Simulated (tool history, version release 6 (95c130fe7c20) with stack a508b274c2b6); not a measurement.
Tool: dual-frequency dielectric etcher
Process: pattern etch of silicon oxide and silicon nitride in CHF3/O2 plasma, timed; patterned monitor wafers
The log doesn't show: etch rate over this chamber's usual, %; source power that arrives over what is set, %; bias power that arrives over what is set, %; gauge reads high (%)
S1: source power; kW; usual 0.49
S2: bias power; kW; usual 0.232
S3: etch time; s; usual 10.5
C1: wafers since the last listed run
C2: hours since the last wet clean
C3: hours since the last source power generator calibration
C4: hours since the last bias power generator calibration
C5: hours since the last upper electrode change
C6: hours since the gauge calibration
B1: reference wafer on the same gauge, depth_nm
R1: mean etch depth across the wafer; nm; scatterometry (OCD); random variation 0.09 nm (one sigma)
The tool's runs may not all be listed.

| run | day | S1 | S2 | S3 | C1 | C2 | C3 | C4 | C5 | C6 | B1 | R1 |
|---|---|---|---|---|---|---|---|---|---|---|---|---|
| 1 | 0 | 0.49 | 0.232 | 10.5 | 0 | 451.7 | 4602.1 | 2500.7 | 3489.8 | 116.1 | 15 | 15.47 |
| 2 | 0.617 | 0.49 | 0.232 | 10.5 | 266 | 466.5 | 4616.9 | 2515.5 | 3504.6 | 130.9 | 15.01 | 15.43 |
| 3 | 1.346 | 0.49 | 0.232 | 10.5 | 314 | 484 | 4634.4 | 2533 | 3522.1 | 148.4 | 14.97 | 15.44 |
|  | 2.488 | upper electrode replaced, of another model than before |
| 4 | 2.508 | 0.49 | 0.232 | 10.5 | 70 | 511.9 | 4662.3 | 2560.9 | 0.5 | 176.3 | 14.97 | 15.47 |
| 5 | 2.521 | 0.49 | 0.232 | 10.5 | 5 | 512.2 | 4662.6 | 2561.2 | 0.8 | 176.6 | 15 | 15.42 |
|  | 3.575 | wet clean of the chamber |
| 6 | 3.596 | 0.49 | 0.232 | 10.5 | 32 | 0.5 | 4688.4 | 2587 | 26.6 | 202.4 | 15.01 | 14.6 |
| 7 | 3.608 | 0.42 | 0.232 | 10.5 | 5 | 0.8 | 4688.7 | 2587.3 | 26.9 | 202.7 | 15 | 12.91 |
| 8 | 3.954 | 0.49 | 0.232 | 10.5 | 149 | 9.1 | 4697 | 2595.6 | 35.2 | 211 | 15.01 | 14.7 |
| 9 | 4.654 | 0.49 | 0.232 | 10.5 | 302 | 25.9 | 4713.8 | 2612.4 | 52 | 227.8 | 14.97 | 14.9 |
| 10 | 5.242 | 0.59 | 0.232 | 11.5 | 253 | 40 | 4727.9 | 2626.5 | 66.1 | 241.9 | 15 | 18.43 |
| 11 | 5.504 | 0.49 | 0.232 | 10.5 | 113 | 46.3 | 4734.2 | 2632.8 | 72.4 | 248.2 | 15 | 14.65 |
| 12 | 6.225 | 0.56 | 0.215 | 13 | 310 | 63.6 | 4751.5 | 2650.1 | 89.7 | 265.5 | 14.99 | 18.69 |
| 13 | 6.729 | 0.49 | 0.202 | 10.5 | 217 | 75.7 | 4763.6 | 2662.2 | 101.8 | 277.6 | 14.98 | 12.94 |
|  | 6.867 | gauge calibrated |
| 14 | 7.183 | 0.49 | 0.232 | 10.5 | 195 | 86.6 | 4774.5 | 2673.1 | 112.7 | 7.6 | 15.03 | 14.85 |
| 15 | 7.654 | 0.44 | 0.195 | 9.5 | 203 | 97.9 | 4785.8 | 2684.4 | 124 | 18.9 | 14.96 | 10.36 |
| 16 | 8.058 | 0.54 | 0.232 | 10.5 | 174 | 107.6 | 4795.5 | 2694.1 | 133.7 | 28.6 | 14.97 | 15.87 |
|  | 8.533 | bias power generator calibrated |
| 17 | 8.842 | 0.49 | 0.232 | 10.5 | 266 | 126.4 | 4814.3 | 7.4 | 152.5 | 47.4 | 14.99 | 14.88 |
| 18 | 9.579 | 0.4 | 0.199 | 10.5 | 318 | 144.1 | 4832 | 25.1 | 170.2 | 65.1 | 15.04 | 10.78 |
| 19 | 10.158 | 0.38 | 0.267 | 10.5 | 249 | 158 | 4845.9 | 39 | 184.1 | 79 | 15.01 | 13.47 |
|  | 10.579 | source power generator calibrated |
| 20 | 10.6 | 0.49 | 0.192 | 9.5 | 118 | 168.6 | 0.5 | 49.6 | 194.7 | 89.6 | 15 | 11.18 |
| 21 | 11.046 | 0.42 | 0.278 | 7.5 | 192 | 179.3 | 11.2 | 60.3 | 205.4 | 100.3 | 15.02 | 10.93 |
| 22 | 11.454 | 0.58 | 0.175 | 9 | 176 | 189.1 | 21 | 70.1 | 215.2 | 110.1 | 14.97 | 10.81 |
| 23 | 12.175 | 0.44 | 0.195 | 9 | 310 | 206.4 | 38.3 | 87.4 | 232.5 | 127.4 | 14.98 | 9.96 |
| 24 | 12.562 | 0.6 | 0.217 | 10.5 | 167 | 215.7 | 47.6 | 96.7 | 241.8 | 136.7 | 14.97 | 16.3 |
| 25 | 13.079 | 0.49 | 0.268 | 11.5 | 222 | 228.1 | 60 | 109.1 | 254.2 | 149.1 | 14.99 | 18.59 |
| 26 | 13.4 | 0.46 | 0.251 | 8.5 | 138 | 235.8 | 67.7 | 116.8 | 261.9 | 156.8 | 15.01 | 12.5 |
| 27 | 14.008 | 0.55 | 0.28 | 13 | 262 | 250.4 | 82.3 | 131.4 | 276.5 | 171.4 | 15.04 | 23.69 |
| 28 | 14.708 | 0.49 | 0.232 | 10.5 | 302 | 267.2 | 99.1 | 148.2 | 293.3 | 188.2 | 15.02 | 15.13 |
| 29 | 15.042 | 0.39 | 0.26 | 7.5 | 143 | 275.2 | 107.1 | 156.2 | 301.3 | 196.2 | 14.97 | 9.82 |
| 30 | 15.575 | 0.42 | 0.287 | 9.5 | 230 | 288 | 119.9 | 169 | 314.1 | 209 | 14.98 | 14.15 |

What the log doesn't show, run by run:
source power that arrives over what is set, %: 0 in every run
bias power that arrives over what is set, %: 0 in every run
gauge reads high (%): 0 in every run
H1: etch rate over this chamber's usual, %
| run | H1 |
|---|---|
| 1 | 4.14 |
| 2 | 4.3 |
| 3 | 4.48 |
| 4 | 4.78 |
| 5 | 4.78 |
| 6 | -0.407 |
| 7 | -0.404 |
| 8 | -0.316 |
| 9 | -0.138 |
| 10 | 0.0111 |
| 11 | 0.0778 |
| 12 | 0.261 |
| 13 | 0.389 |
| 14 | 0.504 |
| 15 | 0.624 |
| 16 | 0.727 |
| 17 | 0.925 |
| 18 | 1.11 |
| 19 | 1.26 |
| 20 | 1.37 |
| 21 | 1.49 |
| 22 | 1.59 |
| 23 | 1.77 |
| 24 | 1.87 |
| 25 | 2 |
| 26 | 2.08 |
| 27 | 2.24 |
| 28 | 2.42 |
| 29 | 2.5 |
| 30 | 2.64 |

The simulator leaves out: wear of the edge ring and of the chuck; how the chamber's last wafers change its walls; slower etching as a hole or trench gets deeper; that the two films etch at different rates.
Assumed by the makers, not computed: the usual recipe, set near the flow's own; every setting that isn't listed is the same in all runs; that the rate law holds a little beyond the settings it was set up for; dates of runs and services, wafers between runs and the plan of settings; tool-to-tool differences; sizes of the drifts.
